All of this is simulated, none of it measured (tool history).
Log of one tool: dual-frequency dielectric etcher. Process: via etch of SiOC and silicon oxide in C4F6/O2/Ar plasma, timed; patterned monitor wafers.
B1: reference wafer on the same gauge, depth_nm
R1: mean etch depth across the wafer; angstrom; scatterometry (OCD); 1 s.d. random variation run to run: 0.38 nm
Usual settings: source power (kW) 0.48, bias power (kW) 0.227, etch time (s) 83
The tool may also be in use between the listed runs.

run 1 day=0 | source_power_(kW)=0.48 bias_power_(kW)=0.227 etch_time_(s)=83 | B1=80.8 | R1=1021
run 2 day=0.679 | source_power_(kW)=0.48 bias_power_(kW)=0.227 etch_time_(s)=83 | B1=80.8 | R1=1024
run 3 day=1.854 | source_power_(kW)=0.48 bias_power_(kW)=0.227 etch_time_(s)=83 | B1=80.7 | R1=1031
run 4 day=2.45 | source_power_(kW)=0.48 bias_power_(kW)=0.227 etch_time_(s)=83 | B1=80.8 | R1=1028
run 5 day=3.8 | source_power_(kW)=0.48 bias_power_(kW)=0.227 etch_time_(s)=83 | B1=80.8 | R1=1031
-- day=5.854 upper electrode replaced
run 6 day=6.617 | source_power_(kW)=0.48 bias_power_(kW)=0.227 etch_time_(s)=83 | B1=80.8 | R1=1038
run 7 day=7.267 | source_power_(kW)=0.48 bias_power_(kW)=0.227 etch_time_(s)=83 | B1=80.8 | R1=1040
-- day=7.842 gauge calibrated
-- day=8.425 wet clean of the chamber
run 8 day=8.446 | source_power_(kW)=0.58 bias_power_(kW)=0.28 etch_time_(s)=75 | B1=80.8 | R1=1007
run 9 day=8.462 | source_power_(kW)=0.44 bias_power_(kW)=0.227 etch_time_(s)=83 | B1=80.8 | R1=955
-- day=8.692 source power generator calibrated
run 10 day=8.996 | source_power_(kW)=0.48 bias_power_(kW)=0.227 etch_time_(s)=83 | B1=80.8 | R1=977
run 11 day=10.125 | source_power_(kW)=0.48 bias_power_(kW)=0.227 etch_time_(s)=76 | B1=80.8 | R1=893
run 12 day=10.746 | source_power_(kW)=0.48 bias_power_(kW)=0.245 etch_time_(s)=83 | B1=80.8 | R1=1009
-- day=10.942 bias power generator calibrated
run 13 day=11.638 | source_power_(kW)=0.45 bias_power_(kW)=0.255 etch_time_(s)=96.5 | B1=80.8 | R1=1185
run 14 day=12.342 | source_power_(kW)=0.43 bias_power_(kW)=0.257 etch_time_(s)=93 | B1=80.8 | R1=1128
run 15 day=13.746 | source_power_(kW)=0.48 bias_power_(kW)=0.279 etch_time_(s)=83 | B1=80.8 | R1=1073

Here are 3 independent what-if runs from the current tool condition. What would each one return?
run A day=13.762 | source_power_(kW)=0.48 bias_power_(kW)=0.262 etch_time_(s)=83 | B1=? | R1=?
run B day=13.762 | source_power_(kW)=0.56 bias_power_(kW)=0.199 etch_time_(s)=98 | B1=? | R1=?
run C day=13.762 | source_power_(kW)=0.41 bias_power_(kW)=0.174 etch_time_(s)=83 | B1=? | R1=?

run=A B1=80.8 R1=1045
run=B B1=80.8 R1=1150
run=C B1=80.8 R1=853
Without the tool's hidden state the same runs would have given:
run=A R1=1040
run=B R1=1145
run=C R1=849

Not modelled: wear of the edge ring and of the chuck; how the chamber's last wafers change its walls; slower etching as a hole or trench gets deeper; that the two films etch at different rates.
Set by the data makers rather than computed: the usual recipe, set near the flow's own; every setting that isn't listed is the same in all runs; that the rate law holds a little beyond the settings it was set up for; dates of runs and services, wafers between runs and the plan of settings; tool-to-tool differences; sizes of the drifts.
